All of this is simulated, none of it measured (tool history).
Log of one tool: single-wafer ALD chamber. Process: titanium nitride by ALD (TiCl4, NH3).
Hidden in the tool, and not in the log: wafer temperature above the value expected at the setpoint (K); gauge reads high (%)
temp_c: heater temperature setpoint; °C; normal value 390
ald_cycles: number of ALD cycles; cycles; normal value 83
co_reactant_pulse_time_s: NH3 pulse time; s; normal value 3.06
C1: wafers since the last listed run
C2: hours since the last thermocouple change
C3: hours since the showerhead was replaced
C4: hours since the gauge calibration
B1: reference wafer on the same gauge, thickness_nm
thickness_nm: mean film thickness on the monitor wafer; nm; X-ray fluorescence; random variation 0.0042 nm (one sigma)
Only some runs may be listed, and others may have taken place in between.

run 1 hour=0 | temp_c=390 ald_cycles=87 co_reactant_pulse_time_s=2.15 | C1=0 C2=2147.8 C3=4005.6 C4=490.9 | B1=1.802 | thickness_nm=1.75
run 2 hour=92.4 | temp_c=390 ald_cycles=87 co_reactant_pulse_time_s=2.15 | C1=151 C2=2240.2 C3=4098 C4=583.3 | B1=1.805 | thickness_nm=1.756
run 3 hour=129 | temp_c=390 ald_cycles=83 co_reactant_pulse_time_s=3.06 | C1=60 C2=2276.8 C3=4134.6 C4=619.9 | B1=1.807 | thickness_nm=1.706
run 4 hour=178.7 | temp_c=390 ald_cycles=83 co_reactant_pulse_time_s=3.06 | C1=81 C2=2326.5 C3=4184.3 C4=669.6 | B1=1.808 | thickness_nm=1.709
run 5 hour=261.9 | temp_c=390 ald_cycles=83 co_reactant_pulse_time_s=3.06 | C1=136 C2=2409.7 C3=4267.5 C4=752.8 | B1=1.813 | thickness_nm=1.709
run 6 hour=305.2 | temp_c=390 ald_cycles=83 co_reactant_pulse_time_s=3.06 | C1=71 C2=2453 C3=4310.8 C4=796.1 | B1=1.815 | thickness_nm=1.716
run 7 hour=360.3 | temp_c=390 ald_cycles=83 co_reactant_pulse_time_s=3.06 | C1=90 C2=2508.1 C3=4365.9 C4=851.2 | B1=1.817 | thickness_nm=1.717
run 8 hour=441.7 | temp_c=390 ald_cycles=83 co_reactant_pulse_time_s=3.06 | C1=133 C2=2589.5 C3=4447.3 C4=932.6 | B1=1.822 | thickness_nm=1.716
run 9 hour=532.9 | temp_c=390 ald_cycles=83 co_reactant_pulse_time_s=3.06 | C1=149 C2=2680.7 C3=4538.5 C4=1023.8 | B1=1.829 | thickness_nm=1.732
-- hour=607.4 thermocouple changed; heater temperature recalibrated
run 10 hour=616.8 | temp_c=390 ald_cycles=83 co_reactant_pulse_time_s=3.06 | C1=124 C2=9.4 C3=4622.4 C4=1107.7 | B1=1.834 | thickness_nm=1.731
run 11 hour=655.8 | temp_c=390 ald_cycles=83 co_reactant_pulse_time_s=3.06 | C1=64 C2=48.4 C3=4661.4 C4=1146.7 | B1=1.836 | thickness_nm=1.732
-- hour=673.7 gauge calibrated
run 12 hour=699.9 | temp_c=400 ald_cycles=83 co_reactant_pulse_time_s=3.72 | C1=72 C2=92.5 C3=4705.5 C4=26.2 | B1=1.791 | thickness_nm=1.708
run 13 hour=766.7 | temp_c=404 ald_cycles=83 co_reactant_pulse_time_s=3.06 | C1=109 C2=159.3 C3=4772.3 C4=93 | B1=1.791 | thickness_nm=1.706
-- hour=804.9 showerhead replaced
run 14 hour=833.5 | temp_c=404 ald_cycles=83 co_reactant_pulse_time_s=3.96 | C1=96 C2=226.1 C3=28.6 C4=159.8 | B1=1.791 | thickness_nm=1.715
run 15 hour=909 | temp_c=399 ald_cycles=83 co_reactant_pulse_time_s=1.99 | C1=124 C2=301.6 C3=104.1 C4=235.3 | B1=1.792 | thickness_nm=1.669
run 16 hour=965.6 | temp_c=398 ald_cycles=92 co_reactant_pulse_time_s=3.06 | C1=93 C2=358.2 C3=160.7 C4=291.9 | B1=1.795 | thickness_nm=1.89
run 17 hour=1038.3 | temp_c=390 ald_cycles=83 co_reactant_pulse_time_s=3.06 | C1=119 C2=430.9 C3=233.4 C4=364.6 | B1=1.796 | thickness_nm=1.692
run 18 hour=1134 | temp_c=390 ald_cycles=83 co_reactant_pulse_time_s=3.06 | C1=157 C2=526.6 C3=329.1 C4=460.3 | B1=1.797 | thickness_nm=1.699
run 19 hour=1236 | temp_c=384 ald_cycles=97 co_reactant_pulse_time_s=3.88 | C1=167 C2=628.6 C3=431.1 C4=562.3 | B1=1.801 | thickness_nm=2.008
run 20 hour=1283.5 | temp_c=390 ald_cycles=83 co_reactant_pulse_time_s=3.06 | C1=78 C2=676.1 C3=478.6 C4=609.8 | B1=1.802 | thickness_nm=1.708
run 21 hour=1337.8 | temp_c=380 ald_cycles=92 co_reactant_pulse_time_s=3.06 | C1=89 C2=730.4 C3=532.9 C4=664.1 | B1=1.805 | thickness_nm=1.881
run 22 hour=1423.4 | temp_c=390 ald_cycles=83 co_reactant_pulse_time_s=3.06 | C1=140 C2=816 C3=618.5 C4=749.7 | B1=1.81 | thickness_nm=1.705

Alternative continuations, all from the tool just after run 22; predict every row:
run A hour=1424 | temp_c=380 ald_cycles=83 co_reactant_pulse_time_s=3.06 | C1=0 C2=816.6 C3=619.1 C4=750.3 | B1=? | thickness_nm=?
run B hour=1424 | temp_c=390 ald_cycles=83 co_reactant_pulse_time_s=3.96 | C1=0 C2=816.6 C3=619.1 C4=750.3 | B1=? | thickness_nm=?
run C hour=1424 | temp_c=384 ald_cycles=78 co_reactant_pulse_time_s=3.06 | C1=0 C2=816.6 C3=619.1 C4=750.3 | B1=? | thickness_nm=?

run=A B1=1.808 thickness_nm=1.704
run=B B1=1.808 thickness_nm=1.73
run=C B1=1.808 thickness_nm=1.605
Take away the tool's hidden state, keep each run's random variation, and the runs would have read:
run=A thickness_nm=1.686
run=B thickness_nm=1.712
run=C thickness_nm=1.588
